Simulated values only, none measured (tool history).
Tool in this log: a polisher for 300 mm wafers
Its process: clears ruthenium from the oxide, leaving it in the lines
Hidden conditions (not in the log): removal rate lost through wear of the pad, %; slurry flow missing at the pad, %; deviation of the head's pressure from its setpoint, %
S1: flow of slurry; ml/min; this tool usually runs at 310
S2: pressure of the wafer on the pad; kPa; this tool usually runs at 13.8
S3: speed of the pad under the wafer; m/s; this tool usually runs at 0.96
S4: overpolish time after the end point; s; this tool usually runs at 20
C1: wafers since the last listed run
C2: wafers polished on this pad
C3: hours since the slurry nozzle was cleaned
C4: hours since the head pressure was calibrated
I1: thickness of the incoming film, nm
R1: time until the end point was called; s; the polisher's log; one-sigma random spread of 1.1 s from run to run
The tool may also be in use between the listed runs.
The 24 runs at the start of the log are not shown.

run,hour,S1,S2,S3,S4,C1,C2,C3,C4,I1,R1
25,1164,310,15.2,1.1,28,285,325,159.6,136.5,137.8,101.9
26,1208,230,13.8,0.7,20,331,657,203.6,180.5,141,172.7
27,1261.2,310,13.8,1.16,16,400,1058,256.8,233.7,141.7,110.4
28,1300.1,365,16.5,0.64,28,293,1351,295.7,272.6,141.4,145.4
29,1349.9,310,13.8,0.82,31,375,1726,345.5,322.4,139.4,144.7
# hour 1407.6: head pressure recalibrated
30,1413,280,13.8,0.78,20,460,2187,408.6,5.4,139.2,151.9
# hour 1489.4: slurry nozzle cleaned
# hour 1524.3: worn pad replaced by a new one
31,1554,310,13.8,0.96,20,1024,223,64.6,146.4,141,128.4
32,1613.3,260,10.3,0.86,20,446,670,123.9,205.7,137.9,190.4
33,1685.3,310,16.5,1.04,20,542,1213,195.9,277.7,142.2,102
34,1733.4,340,17.2,0.96,20,362,1575,244,325.8,138.1,100.8
35,1766.6,310,13.8,0.96,20,250,1825,277.2,359,141.3,129.8
36,1803.6,310,13.8,0.96,20,278,2104,314.2,396,138.3,126.5
# hour 1842.1: head pressure recalibrated
37,1845.2,415,11.7,0.96,27,298,2403,355.8,3.1,141.7,150.2

Below are 3 alternative next runs, each starting from the tool's condition after run 37. Predict each:
A,1845.7,310,17.2,0.96,20,3,2406,356.3,3.6,139.2,?
B,1845.7,310,13.8,0.96,23,3,2406,356.3,3.6,139.2,?
C,1845.7,370,10.3,0.96,9,3,2406,356.3,3.6,139.2,?

run,R1
A,100.8
B,125.6
C,164.3
Had the tool no hidden state, the same runs would have come out as:
run,R1
A,100.8
B,125.6
C,164.3

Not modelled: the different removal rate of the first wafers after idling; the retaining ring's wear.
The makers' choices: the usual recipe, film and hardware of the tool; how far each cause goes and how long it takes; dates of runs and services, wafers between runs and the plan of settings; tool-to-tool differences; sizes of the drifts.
